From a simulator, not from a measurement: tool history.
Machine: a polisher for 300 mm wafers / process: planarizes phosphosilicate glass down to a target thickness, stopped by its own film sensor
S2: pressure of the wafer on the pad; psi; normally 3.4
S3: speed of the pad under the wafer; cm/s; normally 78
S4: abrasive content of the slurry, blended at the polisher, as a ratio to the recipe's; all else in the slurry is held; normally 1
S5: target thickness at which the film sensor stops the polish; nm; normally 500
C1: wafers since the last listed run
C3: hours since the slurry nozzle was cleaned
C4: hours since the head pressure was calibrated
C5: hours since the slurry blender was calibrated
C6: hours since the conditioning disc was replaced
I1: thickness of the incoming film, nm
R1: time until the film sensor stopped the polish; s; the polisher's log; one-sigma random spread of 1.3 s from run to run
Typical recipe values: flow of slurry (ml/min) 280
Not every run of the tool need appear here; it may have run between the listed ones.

run 1 hour=0 | flow_of_slurry_(ml/min)=280 S2=3.4 S3=78 S4=1 S5=500 | C1=0 wafers_polished_on_this_pad=472 C3=399.1 C4=365.7 C5=158.1 C6=242.8 | I1=1107.1 | R1=83.4
run 2 hour=9.2 | flow_of_slurry_(ml/min)=280 S2=3.4 S3=78 S4=1 S5=500 | C1=71 wafers_polished_on_this_pad=543 C3=408.3 C4=374.9 C5=167.3 C6=252 | I1=1127.1 | R1=86
run 3 hour=24 | flow_of_slurry_(ml/min)=280 S2=3.4 S3=78 S4=1 S5=546 | C1=114 wafers_polished_on_this_pad=658 C3=423.1 C4=389.7 C5=182.1 C6=266.8 | I1=1117.3 | R1=73.8
run 4 hour=31 | flow_of_slurry_(ml/min)=280 S2=3.4 S3=78 S4=1 S5=546 | C1=54 wafers_polished_on_this_pad=712 C3=430.1 C4=396.7 C5=189.1 C6=273.8 | I1=1114 | R1=77.1
run 5 hour=46.7 | flow_of_slurry_(ml/min)=280 S2=3.4 S3=78 S4=1 S5=500 | C1=121 wafers_polished_on_this_pad=834 C3=445.8 C4=412.4 C5=204.8 C6=289.5 | I1=1098.3 | R1=80.1
run 6 hour=56.8 | flow_of_slurry_(ml/min)=280 S2=3.4 S3=78 S4=1 S5=500 | C1=78 wafers_polished_on_this_pad=912 C3=455.9 C4=422.5 C5=214.9 C6=299.6 | I1=1133.9 | R1=87.3
run 7 hour=67.6 | flow_of_slurry_(ml/min)=280 S2=3.4 S3=78 S4=1 S5=500 | C1=83 wafers_polished_on_this_pad=996 C3=466.7 C4=433.3 C5=225.7 C6=310.4 | I1=1103.6 | R1=83.7
run 8 hour=81.8 | flow_of_slurry_(ml/min)=280 S2=3.4 S3=78 S4=1 S5=500 | C1=110 wafers_polished_on_this_pad=1106 C3=480.9 C4=447.5 C5=239.9 C6=324.6 | I1=1101.3 | R1=81.3
run 9 hour=89.5 | flow_of_slurry_(ml/min)=280 S2=3 S3=78 S4=1 S5=500 | C1=59 wafers_polished_on_this_pad=1166 C3=488.6 C4=455.2 C5=247.6 C6=332.3 | I1=1129.3 | R1=97.7
-- hour=94.9 worn pad replaced by a new one
run 10 hour=98.7 | flow_of_slurry_(ml/min)=280 S2=3 S3=78 S4=1 S5=500 | C1=40 wafers_polished_on_this_pad=29 C3=497.8 C4=464.4 C5=256.8 C6=341.5 | I1=1105.8 | R1=92.3
run 11 hour=110.8 | flow_of_slurry_(ml/min)=280 S2=3 S3=78 S4=1 S5=500 | C1=93 wafers_polished_on_this_pad=122 C3=509.9 C4=476.5 C5=268.9 C6=353.6 | I1=1106.3 | R1=96.2
run 12 hour=123.1 | flow_of_slurry_(ml/min)=280 S2=3.4 S3=78 S4=1 S5=500 | C1=95 wafers_polished_on_this_pad=218 C3=522.2 C4=488.8 C5=281.2 C6=365.9 | I1=1114.7 | R1=87.6
-- hour=137 slurry nozzle cleaned
run 13 hour=139.5 | flow_of_slurry_(ml/min)=280 S2=3.4 S3=78 S4=1 S5=500 | C1=119 wafers_polished_on_this_pad=337 C3=2.5 C4=505.2 C5=297.6 C6=382.3 | I1=1127.2 | R1=91.3
run 14 hour=152.9 | flow_of_slurry_(ml/min)=280 S2=3.4 S3=92 S4=1 S5=500 | C1=103 wafers_polished_on_this_pad=441 C3=15.9 C4=518.6 C5=311 C6=395.7 | I1=1125.7 | R1=81.2
-- hour=158 head pressure recalibrated
-- hour=159.8 conditioning disc replaced and pad reconditioned
run 15 hour=166.5 | flow_of_slurry_(ml/min)=280 S2=3.4 S3=78 S4=1 S5=500 | C1=75 wafers_polished_on_this_pad=517 C3=29.5 C4=8.5 C5=324.6 C6=6.7 | I1=1125.7 | R1=79.9
run 16 hour=175.9 | flow_of_slurry_(ml/min)=280 S2=3.4 S3=78 S4=1.15 S5=302 | C1=72 wafers_polished_on_this_pad=590 C3=38.9 C4=17.9 C5=334 C6=16.1 | I1=1112.5 | R1=96
run 17 hour=184.4 | flow_of_slurry_(ml/min)=230 S2=3.4 S3=50 S4=1 S5=389 | C1=65 wafers_polished_on_this_pad=656 C3=47.4 C4=26.4 C5=342.5 C6=24.6 | I1=1117.9 | R1=127.6
run 18 hour=201.6 | flow_of_slurry_(ml/min)=185 S2=3.4 S3=106 S4=1.3 S5=500 | C1=133 wafers_polished_on_this_pad=789 C3=64.6 C4=43.6 C5=359.7 C6=41.8 | I1=1105.9 | R1=61.3
-- hour=215.2 worn pad replaced by a new one
-- hour=218.6 slurry blender recalibrated
run 19 hour=229.6 | flow_of_slurry_(ml/min)=280 S2=3.4 S3=78 S4=1.1 S5=500 | C1=170 wafers_polished_on_this_pad=96 C3=92.6 C4=71.6 C5=11 C6=69.8 | I1=1112.1 | R1=76.4
run 20 hour=243.7 | flow_of_slurry_(ml/min)=280 S2=2.4 S3=78 S4=1 S5=500 | C1=109 wafers_polished_on_this_pad=205 C3=106.7 C4=85.7 C5=25.1 C6=83.9 | I1=1106.1 | R1=107.2
run 21 hour=258.7 | flow_of_slurry_(ml/min)=280 S2=3.1 S3=78 S4=0.85 S5=500 | C1=116 wafers_polished_on_this_pad=322 C3=121.7 C4=100.7 C5=40.1 C6=98.9 | I1=1104.1 | R1=92.9
run 22 hour=273.4 | flow_of_slurry_(ml/min)=280 S2=2.6 S3=78 S4=1 S5=500 | C1=114 wafers_polished_on_this_pad=436 C3=136.4 C4=115.4 C5=54.8 C6=113.6 | I1=1109.4 | R1=100.9
run 23 hour=286 | flow_of_slurry_(ml/min)=235 S2=3.4 S3=78 S4=1 S5=500 | C1=97 wafers_polished_on_this_pad=533 C3=149 C4=128 C5=67.4 C6=126.2 | I1=1134.7 | R1=81.8
run 24 hour=297.3 | flow_of_slurry_(ml/min)=280 S2=3.4 S3=78 S4=1 S5=500 | C1=87 wafers_polished_on_this_pad=621 C3=160.3 C4=139.3 C5=78.7 C6=137.5 | I1=1103 | R1=79.3

Branching from run 24: 3 alternative next runs. What would each branch give?
run A hour=297.7 | flow_of_slurry_(ml/min)=280 S2=3.4 S3=78 S4=1 S5=655 | C1=3 wafers_polished_on_this_pad=624 C3=160.7 C4=139.7 C5=79.1 C6=137.9 | I1=1114.6 | R1=?
run B hour=297.7 | flow_of_slurry_(ml/min)=250 S2=3.4 S3=50 S4=1 S5=358 | C1=3 wafers_polished_on_this_pad=624 C3=160.7 C4=139.7 C5=79.1 C6=137.9 | I1=1114.6 | R1=?
run C hour=297.7 | flow_of_slurry_(ml/min)=280 S2=3.4 S3=94 S4=1 S5=500 | C1=3 wafers_polished_on_this_pad=624 C3=160.7 C4=139.7 C5=79.1 C6=137.9 | I1=1114.6 | R1=?

run=A R1=61.9
run=B R1=138
run=C R1=72.9
The same runs, with their run-to-run variation unchanged, on a tool lacking any hidden condition would have given:
run=A R1=59.4
run=B R1=134
run=C R1=69.5
